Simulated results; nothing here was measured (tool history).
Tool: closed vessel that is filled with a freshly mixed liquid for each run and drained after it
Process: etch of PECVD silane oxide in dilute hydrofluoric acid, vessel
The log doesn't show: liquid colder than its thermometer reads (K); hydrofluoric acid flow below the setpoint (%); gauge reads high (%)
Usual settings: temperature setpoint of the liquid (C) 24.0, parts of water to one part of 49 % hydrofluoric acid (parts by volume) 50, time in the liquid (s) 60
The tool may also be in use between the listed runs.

run	hour	temperature setpoint of the liquid (C)	parts of water to one part of 49 % hydrofluoric acid (parts by volume)	time in the liquid (s)	wafers since the last listed run	hours since the thermometer was replaced	hours since the hydrofluoric acid flow meter was replaced	hours since the gauge calibration	read-back film thickness of the PECVD silane oxide reference wafer, read on the same gauge (nm)	thickness taken off the PECVD silane oxide on a monitor wafer (Å)
1	0.0	24.0	50	60	0	2738.2	1785.9	359.6	29.98	573.6
2	31.3	24.0	50	60	4071	2769.5	1817.2	390.9	30.03	576.0
3	44.4	24.0	50	60	1704	2782.6	1830.3	404.0	29.99	573.6
4	65.1	24.0	50	60	2692	2803.3	1851.0	424.7	30.00	569.0
5	91.1	20.5	50	60	3382	2829.3	1877.0	450.7	30.01	489.1
6	123.8	20.5	50	60	4253	2862.0	1909.7	483.4	29.97	491.5
7	138.1	20.5	50	60	1860	2876.3	1924.0	497.7	29.99	493.0
8	163.4	24.0	50	60	3291	2901.6	1949.3	523.0	30.00	571.4
9	181.9	24.0	50	60	2406	2920.1	1967.8	541.5	30.01	573.4
10	213.7	24.0	65	60	4136	2951.9	1999.6	573.3	30.01	428.2
# hour 233.0: hydrofluoric acid flow meter replaced
11	245.8	24.0	65	60	4045	2984.0	12.8	605.4	29.99	425.8
12	269.5	24.0	50	60	3083	3007.7	36.5	629.1	30.02	569.8
13	283.3	24.0	50	60	1795	3021.5	50.3	642.9	29.99	572.2
14	305.1	24.0	25	40	2835	3043.3	72.1	664.7	30.01	782.1
15	329.4	20.5	35	45	3161	3067.6	96.4	689.0	30.02	538.8
16	363.1	28.5	55	60	4383	3101.3	130.1	722.7	29.98	618.6
17	456.5	24.0	65	60	12149	3194.7	223.5	816.1	29.98	425.6
# hour 471.5: thermometer replaced
18	475.7	24.0	40	60	2367	4.2	242.7	835.3	30.03	791.3
19	507.0	24.0	50	60	4071	35.5	274.0	866.6	30.01	630.0
20	522.6	24.0	50	60	2029	51.1	289.6	882.2	30.00	632.4
# hour 544.2: gauge calibrated
21	549.6	26.5	60	30	3512	78.1	316.6	5.4	29.99	285.5
22	577.4	28.0	40	60	3616	105.9	344.4	33.2	30.00	934.3
23	596.1	24.0	50	30	2432	124.6	363.1	51.9	30.01	316.0
24	611.3	27.0	50	30	1977	139.8	378.3	67.1	30.03	354.1
25	641.3	24.0	50	60	3902	169.8	408.3	97.1	30.00	636.8
26	669.9	28.0	40	45	3720	198.4	436.9	125.7	29.99	699.8
27	701.3	29.0	50	60	4084	229.8	468.3	157.1	30.01	763.3
28	731.7	19.0	35	30	3954	260.2	498.7	187.5	29.97	370.0
29	760.4	28.0	50	60	3733	288.9	527.4	216.2	30.05	734.3
30	782.8	24.0	70	95	2913	311.3	549.8	238.6	29.99	684.6
31	815.4	24.0	30	60	4240	343.9	582.4	271.2	30.00	1060.8
32	844.9	24.0	50	50	3837	373.4	611.9	300.7	30.00	521.9

Forecast each of these 5 alternatives for the next run:
A	845.6	26.0	50	60	91	374.1	612.6	301.4	?	?
B	845.6	28.0	50	85	91	374.1	612.6	301.4	?	?
C	845.6	29.0	70	35	91	374.1	612.6	301.4	?	?
D	845.6	19.0	50	90	91	374.1	612.6	301.4	?	?
E	845.6	26.0	50	30	91	374.1	612.6	301.4	?	?

run	read-back film thickness of the PECVD silane oxide reference wafer, read on the same gauge (nm)	thickness taken off the PECVD silane oxide on a monitor wafer (Å)
A	30.01	681.9
B	30.01	1047.2
C	30.01	311.3
D	30.01	763.2
E	30.01	340.9
Without the tool's hidden state the same runs would have given:
run	thickness taken off the PECVD silane oxide on a monitor wafer (Å)
A	696.7
B	1069.6
C	317.8
D	780.8
E	348.4
